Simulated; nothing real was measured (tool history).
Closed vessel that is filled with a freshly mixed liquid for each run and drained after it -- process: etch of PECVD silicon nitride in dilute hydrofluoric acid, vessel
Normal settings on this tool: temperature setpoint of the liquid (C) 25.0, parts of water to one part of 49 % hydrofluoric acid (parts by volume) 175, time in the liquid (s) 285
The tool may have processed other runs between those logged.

| run | day | temperature setpoint of the liquid (C) | parts of water to one part of 49 % hydrofluoric acid (parts by volume) | time in the liquid (s) | read-back film thickness of the PECVD silicon nitride reference wafer, read on the same gauge (nm) | thickness taken off the PECVD silicon nitride on a monitor wafer (nm) |
|---|---|---|---|---|---|---|
| 1 | 0.000 | 25.0 | 175 | 200 | 50.01 | 4.76 |
| 2 | 1.475 | 25.0 | 175 | 200 | 50.01 | 4.74 |
| 3 | 2.021 | 25.0 | 175 | 200 | 49.98 | 4.74 |
| 4 | 2.792 | 25.0 | 220 | 285 | 50.01 | 5.37 |
| 5 | 4.329 | 25.0 | 175 | 285 | 49.97 | 6.74 |
| 6 | 5.400 | 25.0 | 175 | 285 | 50.01 | 6.80 |
| 7 | 6.525 | 25.0 | 175 | 285 | 49.98 | 6.77 |
| 8 | 7.738 | 27.0 | 225 | 285 | 50.02 | 5.93 |
| 9 | 8.712 | 25.0 | 175 | 285 | 49.99 | 6.67 |
| 10 | 9.225 | 26.5 | 175 | 285 | 49.99 | 7.19 |
| 11 | 10.521 | 26.5 | 175 | 285 | 50.00 | 7.19 |
| 12 | 11.692 | 26.5 | 175 | 285 | 50.01 | 7.23 |
| 13 | 12.446 | 25.0 | 175 | 285 | 49.99 | 6.57 |
| 14 | 13.583 | 25.0 | 175 | 285 | 50.02 | 6.58 |
| 15 | 16.079 | 25.0 | 175 | 285 | 49.99 | 6.89 |
| 16 | 16.842 | 29.5 | 95 | 120 | 50.00 | 7.13 |
| 17 | 17.638 | 23.5 | 175 | 235 | 49.98 | 5.17 |
| 18 | 18.371 | 20.5 | 250 | 330 | 49.98 | 4.21 |
| 19 | 19.375 | 30.0 | 105 | 390 | 50.00 | 21.48 |
| 20 | 20.829 | 27.0 | 175 | 350 | 49.99 | 9.57 |
| 21 | 21.750 | 25.0 | 235 | 285 | 50.00 | 5.10 |
| 22 | 22.500 | 25.0 | 175 | 360 | 49.99 | 8.77 |
| 23 | 23.079 | 25.0 | 175 | 285 | 50.01 | 6.86 |
| 24 | 23.688 | 25.0 | 175 | 285 | 50.01 | 6.84 |
| 25 | 25.575 | 22.0 | 240 | 370 | 50.01 | 5.37 |
| 26 | 26.312 | 20.5 | 135 | 285 | 50.01 | 6.53 |
| 27 | 27.017 | 26.5 | 235 | 285 | 49.99 | 5.60 |
| 28 | 27.929 | 28.0 | 135 | 285 | 49.99 | 10.62 |

The log once held 4 entries between its listed runs, left out of this copy. Where does each go, and what is different about the tool's unlogged condition between the listed run before it and the listed run after it?
In the gap between runs 9 and 10: thermometer replaced (day 8.858)
  liquid colder than its thermometer reads (K): 0.494 -> 0.855
  measured value less the no-hidden-state value, thickness taken off the PECVD silicon nitride on a monitor wafer (nm): -0.21 -> -0.39
In the gap between runs 14 and 15: hydrofluoric acid flow meter replaced (day 14.304); gauge calibrated (day 15.112); thermometer replaced, repeated, since the last time left the tool worse (day 15.171)
  liquid colder than its thermometer reads (K): 0.933 -> 0.0641
  measured value less the no-hidden-state value, thickness taken off the PECVD silicon nitride on a monitor wafer (nm): -0.40 -> -0.03
